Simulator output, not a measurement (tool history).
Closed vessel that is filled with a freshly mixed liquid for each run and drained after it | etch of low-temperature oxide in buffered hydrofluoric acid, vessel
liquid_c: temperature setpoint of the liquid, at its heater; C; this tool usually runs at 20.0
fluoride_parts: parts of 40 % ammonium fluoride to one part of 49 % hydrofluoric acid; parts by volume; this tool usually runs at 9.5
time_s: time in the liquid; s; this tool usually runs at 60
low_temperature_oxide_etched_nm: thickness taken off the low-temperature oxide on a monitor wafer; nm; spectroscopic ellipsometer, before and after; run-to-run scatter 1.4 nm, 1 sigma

run,hour,liquid_c,fluoride_parts,time_s,wafers since the last listed run,hours since the thermometer was replaced,hours since the hydrofluoric acid flow meter was replaced,hours since the gauge calibration,"read-back film thickness of the low-temperature oxide reference wafer, read on the same gauge (nm)",low_temperature_oxide_etched_nm
1,0.0,20.0,9.5,60,0,976.3,102.3,36.8,109.98,168.67
2,37.3,20.0,8.0,60,3669,1013.6,139.6,74.1,110.00,198.20
3,67.4,20.0,8.0,60,2961,1043.7,169.7,104.2,110.00,200.82
4,103.7,20.0,8.0,60,3571,1080.0,206.0,140.5,109.97,197.35
5,131.4,20.0,9.5,85,2725,1107.7,233.7,168.2,109.98,238.44
# hour 221.2: thermometer replaced
6,297.9,20.0,9.5,60,16281,76.7,400.2,334.7,110.02,193.54
7,324.0,24.0,9.5,60,2567,102.8,426.3,360.8,110.03,240.37
# hour 347.0: gauge calibrated
8,358.7,24.0,9.5,60,3413,137.5,461.0,11.7,110.04,236.34
9,387.6,20.0,10.5,30,2843,166.4,489.9,40.6,110.00,88.20
# hour 400.0: hydrofluoric acid flow meter replaced
10,414.9,17.0,9.5,60,2587,193.7,14.9,67.9,110.02,158.33
11,461.9,17.0,13.5,85,4623,240.7,61.9,114.9,109.98,162.29
12,500.8,20.0,9.5,60,3826,279.6,100.8,153.8,110.00,189.09
13,543.5,20.0,9.5,60,4200,322.3,143.5,196.5,109.97,184.56
14,601.8,17.5,6.5,85,5735,380.6,201.8,254.8,110.02,327.24
15,653.3,20.0,9.5,85,5066,432.1,253.3,306.3,109.99,262.38
16,681.7,17.0,7.0,70,2793,460.5,281.7,334.7,110.03,244.63

Each row is a separate what-if for the run after 16, all from the same tool condition, not one after another. Results?
A,682.4,20.0,9.5,60,68,461.2,282.4,335.4,?,?
B,682.4,17.0,10.5,30,68,461.2,282.4,335.4,?,?
C,682.4,21.5,9.5,70,68,461.2,282.4,335.4,?,?

run,"read-back film thickness of the low-temperature oxide reference wafer, read on the same gauge (nm)",low_temperature_oxide_etched_nm
A,110.00,185.76
B,110.00,72.28
C,110.00,235.75
Take away the tool's hidden state, keep each run's random variation, and the runs would have read:
run,low_temperature_oxide_etched_nm
A,197.16
B,76.81
C,250.06

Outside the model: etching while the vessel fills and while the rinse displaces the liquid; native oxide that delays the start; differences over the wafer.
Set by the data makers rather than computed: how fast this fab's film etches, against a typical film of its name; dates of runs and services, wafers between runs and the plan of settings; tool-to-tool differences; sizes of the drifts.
